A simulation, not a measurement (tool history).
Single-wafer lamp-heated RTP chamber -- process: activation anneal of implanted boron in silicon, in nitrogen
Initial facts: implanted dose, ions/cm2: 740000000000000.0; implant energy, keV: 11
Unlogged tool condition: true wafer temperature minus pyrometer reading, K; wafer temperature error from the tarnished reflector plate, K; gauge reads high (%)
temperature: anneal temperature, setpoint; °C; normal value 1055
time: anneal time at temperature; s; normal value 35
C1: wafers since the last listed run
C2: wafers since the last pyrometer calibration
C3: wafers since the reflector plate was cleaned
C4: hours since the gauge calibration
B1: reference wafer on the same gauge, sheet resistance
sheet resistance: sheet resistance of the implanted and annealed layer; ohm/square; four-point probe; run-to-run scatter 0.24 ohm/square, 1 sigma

run 1 hour=0.0 | temperature=1064 time=35 | C1=0 C2=2633 C3=6094 C4=396.7 | B1=145.61 | sheet_resistance=161.76
run 2 hour=39.2 | temperature=1055 time=35 | C1=547 C2=3181 C3=6642 C4=435.9 | B1=145.61 | sheet_resistance=162.89
run 3 hour=77.0 | temperature=1055 time=52 | C1=528 C2=3709 C3=7170 C4=473.7 | B1=145.54 | sheet_resistance=161.27
run 4 hour=115.6 | temperature=1055 time=35 | C1=539 C2=4248 C3=7709 C4=512.3 | B1=145.56 | sheet_resistance=162.79
run 5 hour=151.9 | temperature=1055 time=35 | C1=507 C2=4755 C3=8217 C4=548.6 | B1=145.53 | sheet_resistance=162.54
run 6 hour=217.1 | temperature=1055 time=35 | C1=910 C2=5666 C3=9127 C4=613.8 | B1=145.48 | sheet_resistance=162.81
run 7 hour=268.1 | temperature=1055 time=35 | C1=712 C2=6378 C3=9840 C4=664.8 | B1=145.42 | sheet_resistance=162.54
run 8 hour=339.6 | temperature=1055 time=35 | C1=998 C2=7377 C3=10839 C4=736.3 | B1=145.37 | sheet_resistance=162.68
-- hour=358.7 pyrometer window cleaned and pyrometer calibrated
-- hour=392.2 reflector plate cleaned
run 9 hour=411.3 | temperature=1055 time=35 | C1=778 C2=622 C3=267 C4=808.0 | B1=145.26 | sheet_resistance=162.93
run 10 hour=440.1 | temperature=1073 time=35 | C1=402 C2=1025 C3=669 C4=836.8 | B1=145.28 | sheet_resistance=161.25
run 11 hour=471.6 | temperature=1055 time=35 | C1=440 C2=1465 C3=1109 C4=868.3 | B1=145.26 | sheet_resistance=162.10
run 12 hour=521.3 | temperature=1055 time=35 | C1=694 C2=2159 C3=1803 C4=918.0 | B1=145.30 | sheet_resistance=161.87
run 13 hour=580.3 | temperature=1055 time=35 | C1=824 C2=2983 C3=2628 C4=977.0 | B1=145.19 | sheet_resistance=162.51
run 14 hour=646.5 | temperature=1079 time=23 | C1=924 C2=3908 C3=3552 C4=1043.2 | B1=145.13 | sheet_resistance=162.92
run 15 hour=715.2 | temperature=1077 time=35 | C1=959 C2=4868 C3=4512 C4=1111.9 | B1=145.05 | sheet_resistance=161.10
run 16 hour=781.2 | temperature=1066 time=29 | C1=922 C2=5790 C3=5434 C4=1177.9 | B1=145.02 | sheet_resistance=161.82
-- hour=783.1 gauge calibrated
run 17 hour=838.7 | temperature=1055 time=35 | C1=803 C2=6593 C3=6238 C4=55.6 | B1=145.92 | sheet_resistance=163.07
run 18 hour=885.5 | temperature=1070 time=42 | C1=653 C2=7247 C3=6891 C4=102.4 | B1=145.85 | sheet_resistance=161.21
-- hour=960.8 pyrometer window cleaned and pyrometer calibrated
run 19 hour=961.3 | temperature=1055 time=49 | C1=947 C2=7 C3=7839 C4=178.2 | B1=145.75 | sheet_resistance=161.62
run 20 hour=998.9 | temperature=1071 time=18 | C1=525 C2=532 C3=8364 C4=215.8 | B1=145.67 | sheet_resistance=163.79
run 21 hour=1061.7 | temperature=1066 time=45 | C1=877 C2=1409 C3=9241 C4=278.6 | B1=145.72 | sheet_resistance=161.43
run 22 hour=1116.8 | temperature=1046 time=19 | C1=769 C2=2179 C3=10011 C4=333.7 | B1=145.76 | sheet_resistance=165.55
run 23 hour=1173.0 | temperature=1042 time=52 | C1=785 C2=2964 C3=10796 C4=389.9 | B1=145.64 | sheet_resistance=162.77
run 24 hour=1209.8 | temperature=1032 time=24 | C1=514 C2=3478 C3=11310 C4=426.7 | B1=145.62 | sheet_resistance=166.45
run 25 hour=1242.8 | temperature=1079 time=23 | C1=461 C2=3939 C3=11771 C4=459.7 | B1=145.56 | sheet_resistance=162.99
run 26 hour=1270.4 | temperature=1055 time=35 | C1=385 C2=4325 C3=12157 C4=487.3 | B1=145.50 | sheet_resistance=162.10

Forecast each of these 4 alternatives for the next run:
run A hour=1270.8 | temperature=1055 time=35 | C1=5 C2=4330 C3=12162 C4=487.7 | B1=? | sheet_resistance=?
run B hour=1270.8 | temperature=1028 time=19 | C1=5 C2=4330 C3=12162 C4=487.7 | B1=? | sheet_resistance=?
run C hour=1270.8 | temperature=1032 time=19 | C1=5 C2=4330 C3=12162 C4=487.7 | B1=? | sheet_resistance=?
run D hour=1270.8 | temperature=1027 time=51 | C1=5 C2=4330 C3=12162 C4=487.7 | B1=? | sheet_resistance=?

run=A B1=145.61 sheet_resistance=162.90
run=B B1=145.61 sheet_resistance=167.68
run=C B1=145.61 sheet_resistance=167.21
run=D B1=145.61 sheet_resistance=164.54
Take away the tool's hidden state, keep each run's random variation, and the runs would have read:
run=A sheet_resistance=163.40
run=B sheet_resistance=168.19
run=C sheet_resistance=167.73
run=D sheet_resistance=165.05
